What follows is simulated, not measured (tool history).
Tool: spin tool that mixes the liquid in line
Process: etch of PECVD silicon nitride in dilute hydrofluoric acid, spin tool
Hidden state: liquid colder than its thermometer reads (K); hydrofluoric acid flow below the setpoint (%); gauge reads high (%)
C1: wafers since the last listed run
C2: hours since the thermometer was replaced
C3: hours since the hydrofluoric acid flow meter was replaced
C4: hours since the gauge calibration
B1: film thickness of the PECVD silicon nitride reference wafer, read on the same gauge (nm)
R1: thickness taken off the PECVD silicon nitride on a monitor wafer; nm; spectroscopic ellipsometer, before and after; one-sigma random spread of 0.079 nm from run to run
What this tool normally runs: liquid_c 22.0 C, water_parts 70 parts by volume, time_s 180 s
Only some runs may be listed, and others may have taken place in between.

run 1 day=0.000 | liquid_c=22.0 water_parts=70 time_s=180 | C1=0 C2=1920.5 C3=1359.5 C4=53.1 | B1=90.05 | R1=9.38
run 2 day=0.588 | liquid_c=22.0 water_parts=70 time_s=180 | C1=121 C2=1934.6 C3=1373.6 C4=67.2 | B1=89.97 | R1=9.37
run 3 day=1.162 | liquid_c=22.0 water_parts=70 time_s=180 | C1=119 C2=1948.4 C3=1387.4 C4=81.0 | B1=89.98 | R1=9.41
run 4 day=1.900 | liquid_c=19.0 water_parts=70 time_s=180 | C1=152 C2=1966.1 C3=1405.1 C4=98.7 | B1=90.00 | R1=7.44
run 5 day=2.408 | liquid_c=19.0 water_parts=70 time_s=180 | C1=105 C2=1978.3 C3=1417.3 C4=110.9 | B1=89.97 | R1=7.51
run 6 day=2.883 | liquid_c=19.0 water_parts=70 time_s=180 | C1=98 C2=1989.7 C3=1428.7 C4=122.3 | B1=89.97 | R1=7.52
run 7 day=3.308 | liquid_c=22.0 water_parts=70 time_s=180 | C1=88 C2=1999.9 C3=1438.9 C4=132.5 | B1=90.01 | R1=9.28
-- day=3.804 hydrofluoric acid flow meter replaced
run 8 day=4.879 | liquid_c=22.0 water_parts=70 time_s=180 | C1=316 C2=2037.6 C3=25.8 C4=170.2 | B1=89.94 | R1=10.56
-- day=5.129 thermometer replaced
run 9 day=5.150 | liquid_c=22.0 water_parts=70 time_s=180 | C1=47 C2=0.5 C3=32.3 C4=176.7 | B1=90.01 | R1=10.62
run 10 day=5.542 | liquid_c=23.0 water_parts=85 time_s=180 | C1=81 C2=9.9 C3=41.7 C4=186.1 | B1=90.01 | R1=9.43
run 11 day=5.962 | liquid_c=23.0 water_parts=85 time_s=180 | C1=87 C2=20.0 C3=51.8 C4=196.2 | B1=90.00 | R1=9.19
run 12 day=6.550 | liquid_c=23.0 water_parts=85 time_s=180 | C1=121 C2=34.1 C3=65.9 C4=210.3 | B1=89.96 | R1=9.50
run 13 day=6.862 | liquid_c=25.5 water_parts=80 time_s=180 | C1=64 C2=41.6 C3=73.4 C4=217.8 | B1=89.94 | R1=11.56
run 14 day=7.396 | liquid_c=24.0 water_parts=45 time_s=225 | C1=110 C2=54.4 C3=86.2 C4=230.6 | B1=90.00 | R1=22.92
run 15 day=8.021 | liquid_c=22.0 water_parts=70 time_s=180 | C1=129 C2=69.4 C3=101.2 C4=245.6 | B1=89.97 | R1=10.57
run 16 day=8.646 | liquid_c=19.5 water_parts=70 time_s=180 | C1=129 C2=84.4 C3=116.2 C4=260.6 | B1=89.99 | R1=8.78
run 17 day=9.058 | liquid_c=25.5 water_parts=40 time_s=220 | C1=85 C2=94.3 C3=126.1 C4=270.5 | B1=89.98 | R1=28.07
run 18 day=9.450 | liquid_c=22.0 water_parts=70 time_s=180 | C1=81 C2=103.7 C3=135.5 C4=279.9 | B1=90.01 | R1=10.45
-- day=9.783 gauge calibrated
run 19 day=10.192 | liquid_c=19.0 water_parts=35 time_s=115 | C1=153 C2=121.5 C3=153.3 C4=9.8 | B1=90.00 | R1=10.73
run 20 day=12.083 | liquid_c=26.5 water_parts=95 time_s=225 | C1=391 C2=166.9 C3=198.7 C4=55.2 | B1=89.97 | R1=12.88
run 21 day=12.796 | liquid_c=24.0 water_parts=60 time_s=235 | C1=147 C2=184.0 C3=215.8 C4=72.3 | B1=90.01 | R1=18.14
run 22 day=13.408 | liquid_c=22.0 water_parts=70 time_s=180 | C1=126 C2=198.7 C3=230.5 C4=87.0 | B1=89.96 | R1=10.47
run 23 day=14.067 | liquid_c=23.5 water_parts=40 time_s=70 | C1=136 C2=214.5 C3=246.3 C4=102.8 | B1=89.96 | R1=7.70
run 24 day=14.812 | liquid_c=22.0 water_parts=70 time_s=180 | C1=154 C2=232.4 C3=264.2 C4=120.7 | B1=90.02 | R1=10.21
run 25 day=15.308 | liquid_c=22.0 water_parts=70 time_s=180 | C1=102 C2=244.3 C3=276.1 C4=132.6 | B1=89.98 | R1=10.31
run 26 day=15.838 | liquid_c=18.0 water_parts=60 time_s=130 | C1=109 C2=257.0 C3=288.8 C4=145.3 | B1=90.01 | R1=6.58
run 27 day=16.233 | liquid_c=22.0 water_parts=85 time_s=180 | C1=82 C2=266.5 C3=298.3 C4=154.8 | B1=89.98 | R1=8.70
run 28 day=16.658 | liquid_c=22.0 water_parts=70 time_s=180 | C1=88 C2=276.7 C3=308.5 C4=165.0 | B1=90.00 | R1=10.31
run 29 day=17.304 | liquid_c=22.0 water_parts=70 time_s=125 | C1=133 C2=292.2 C3=324.0 C4=180.5 | B1=90.03 | R1=7.18
run 30 day=17.696 | liquid_c=25.0 water_parts=50 time_s=120 | C1=81 C2=301.6 C3=333.4 C4=189.9 | B1=89.98 | R1=11.70
run 31 day=18.004 | liquid_c=22.0 water_parts=70 time_s=180 | C1=63 C2=309.0 C3=340.8 C4=197.3 | B1=90.03 | R1=10.24
run 32 day=18.421 | liquid_c=19.0 water_parts=90 time_s=285 | C1=86 C2=319.0 C3=350.8 C4=207.3 | B1=89.99 | R1=10.43
run 33 day=18.883 | liquid_c=19.0 water_parts=35 time_s=115 | C1=95 C2=330.1 C3=361.9 C4=218.4 | B1=90.02 | R1=10.58

Table of differences, measured result less the result of that run with no hidden state. Run-to-run variation is the same in both. Gauge scatter possibly is not:
run=1 R1=-1.35
run=2 R1=-1.36
run=3 R1=-1.38
run=4 R1=-1.10
run=5 R1=-1.12
run=6 R1=-1.13
run=7 R1=-1.42
run=8 R1=-0.08
run=9 R1=-0.08
run=10 R1=-0.08
run=11 R1=-0.09
run=12 R1=-0.10
run=13 R1=-0.13
run=14 R1=-0.29
run=15 R1=-0.14
run=16 R1=-0.13
run=17 R1=-0.44
run=18 R1=-0.18
run=19 R1=-0.19
run=20 R1=-0.30
run=21 R1=-0.44
run=22 R1=-0.26
run=23 R1=-0.20
run=24 R1=-0.28
run=25 R1=-0.31
run=26 R1=-0.20
run=27 R1=-0.28
run=28 R1=-0.34
run=29 R1=-0.24
run=30 R1=-0.40
run=31 R1=-0.36
run=32 R1=-0.38
run=33 R1=-0.39

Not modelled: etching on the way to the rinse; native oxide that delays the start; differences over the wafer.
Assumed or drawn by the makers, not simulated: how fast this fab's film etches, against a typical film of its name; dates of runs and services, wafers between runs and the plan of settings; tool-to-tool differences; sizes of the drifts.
